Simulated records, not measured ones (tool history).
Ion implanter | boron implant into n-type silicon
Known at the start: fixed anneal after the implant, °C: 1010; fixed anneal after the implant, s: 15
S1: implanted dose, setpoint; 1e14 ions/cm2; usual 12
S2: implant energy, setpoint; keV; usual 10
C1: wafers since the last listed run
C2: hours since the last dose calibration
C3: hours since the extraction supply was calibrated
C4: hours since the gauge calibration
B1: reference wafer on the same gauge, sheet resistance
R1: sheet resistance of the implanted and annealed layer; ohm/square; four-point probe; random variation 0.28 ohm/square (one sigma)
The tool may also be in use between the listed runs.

Run 1, day 0: usual settings; C1 0; C2 1675.6; C3 1475.5; C4 613.7; B1 102.02. Result: R1 115.94 ohm/square.
Run 2, day 1.2: usual settings; C1 673; C2 1704.4; C3 1504.3; C4 642.5; B1 101.95. Result: R1 115.53 ohm/square.
Run 3, day 3.525: usual settings; C1 1304; C2 1760.2; C3 1560.1; C4 698.3; B1 102.06. Result: R1 115.08 ohm/square.
Run 4, day 5.888: usual settings; C1 1325; C2 1816.9; C3 1616.8; C4 755; B1 102.02. Result: R1 114.92 ohm/square.
Run 5, day 8.408: usual settings; C1 1414; C2 1877.4; C3 1677.3; C4 815.5; B1 102.04. Result: R1 115.28 ohm/square.
Run 6, day 10.55: usual settings but S1 12.85 1e14 ions/cm2; C1 1201; C2 1928.8; C3 1728.7; C4 866.9; B1 102.01. Result: R1 111.85 ohm/square.
Run 7, day 12.629: usual settings but S1 12.85 1e14 ions/cm2; C1 1166; C2 1978.7; C3 1778.6; C4 916.8; B1 101.99. Result: R1 112.2 ohm/square.
Run 8, day 13.979: usual settings but S1 12.85 1e14 ions/cm2; C1 757; C2 2011.1; C3 1811; C4 949.2; B1 101.98. Result: R1 111.94 ohm/square.
Run 9, day 19.542: usual settings but S1 13.23 1e14 ions/cm2; C1 3121; C2 2144.6; C3 1944.5; C4 1082.7; B1 102. Result: R1 110.42 ohm/square.
Run 10, day 21.112: usual settings but S1 13.23 1e14 ions/cm2; C1 881; C2 2182.3; C3 1982.2; C4 1120.4; B1 102. Result: R1 110.73 ohm/square.
Run 11, day 22.354: usual settings but S1 13.23 1e14 ions/cm2; C1 696; C2 2212.1; C3 2012; C4 1150.2; B1 101.9. Result: R1 110.34 ohm/square.
Run 12, day 24.567: usual settings but S1 14 1e14 ions/cm2, S2 13.5 keV; C1 1241; C2 2265.2; C3 2065.1; C4 1203.3; B1 101.93. Result: R1 97.64 ohm/square.
At day 25.979: Faraday cup replaced and dose calibrated.
Run 13, day 26.354: usual settings but S1 9.2 1e14 ions/cm2, S2 13 keV; C1 816; C2 9; C3 2108; C4 1246.2; B1 102.04. Result: R1 132.28 ohm/square.
Run 14, day 27.421: usual settings but S1 10.05 1e14 ions/cm2, S2 11.5 keV; C1 598; C2 34.6; C3 2133.6; C4 1271.8; B1 102.01. Result: R1 126.4 ohm/square.
Run 15, day 29.933: usual settings but S1 13.44 1e14 ions/cm2, S2 12 keV; C1 1410; C2 94.9; C3 2193.9; C4 1332.1; B1 102.01. Result: R1 105.61 ohm/square.
Run 16, day 32.425: usual settings; C1 1398; C2 154.7; C3 2253.7; C4 1391.9; B1 101.99. Result: R1 117.71 ohm/square.
At day 34.125: extraction supply calibrated.
Run 17, day 34.321: usual settings but S1 14.06 1e14 ions/cm2, S2 11 keV; C1 876; C2 200.2; C3 4.7; C4 1437.4; B1 102.01. Result: R1 105.65 ohm/square.
At day 35.358: gauge calibrated.
Run 18, day 36.117: usual settings; C1 1007; C2 243.3; C3 47.8; C4 18.2; B1 101.95. Result: R1 117.79 ohm/square.
Run 19, day 38.667: usual settings but S1 14.46 1e14 ions/cm2, S2 12 keV; C1 1431; C2 304.5; C3 109; C4 79.4; B1 101.98. Result: R1 101.36 ohm/square.
Run 20, day 40.438: usual settings but S1 13.46 1e14 ions/cm2, S2 12 keV; C1 993; C2 347; C3 151.5; C4 121.9; B1 102.04. Result: R1 104.3 ohm/square.
Run 21, day 43.288: usual settings but S1 9.2 1e14 ions/cm2, S2 13 keV; C1 1599; C2 415.4; C3 219.9; C4 190.3; B1 101.97. Result: R1 130.83 ohm/square.
Run 22, day 44.554: usual settings but S2 7 keV; C1 710; C2 445.8; C3 250.3; C4 220.7; B1 102.03. Result: R1 132 ohm/square.
Run 23, day 46.983: usual settings but S1 10.95 1e14 ions/cm2, S2 9 keV; C1 1363; C2 504.1; C3 308.6; C4 279; B1 101.95. Result: R1 126.04 ohm/square.

Forecast each of these 4 alternatives for the next run:
Run A, day 47: usual settings; C1 9; C2 504.5; C3 309; C4 279.4; B1 ?. Result: R1 ?.
Run B, day 47: usual settings but S1 13.81 1e14 ions/cm2, S2 12.5 keV; C1 9; C2 504.5; C3 309; C4 279.4; B1 ?. Result: R1 ?.
Run C, day 47: usual settings but S1 13.21 1e14 ions/cm2, S2 11.5 keV; C1 9; C2 504.5; C3 309; C4 279.4; B1 ?. Result: R1 ?.
Run D, day 47: usual settings but S1 12.95 1e14 ions/cm2, S2 12 keV; C1 9; C2 504.5; C3 309; C4 279.4; B1 ?. Result: R1 ?.

run      B1      R1
  A  101.89  116.32
  B  101.89  101.18
  C  101.89  106.19
  D  101.89  105.87
Without the tool's hidden state the same runs would have given:
run      R1
  A  118.04
  B  102.67
  C  107.73
  D  107.51

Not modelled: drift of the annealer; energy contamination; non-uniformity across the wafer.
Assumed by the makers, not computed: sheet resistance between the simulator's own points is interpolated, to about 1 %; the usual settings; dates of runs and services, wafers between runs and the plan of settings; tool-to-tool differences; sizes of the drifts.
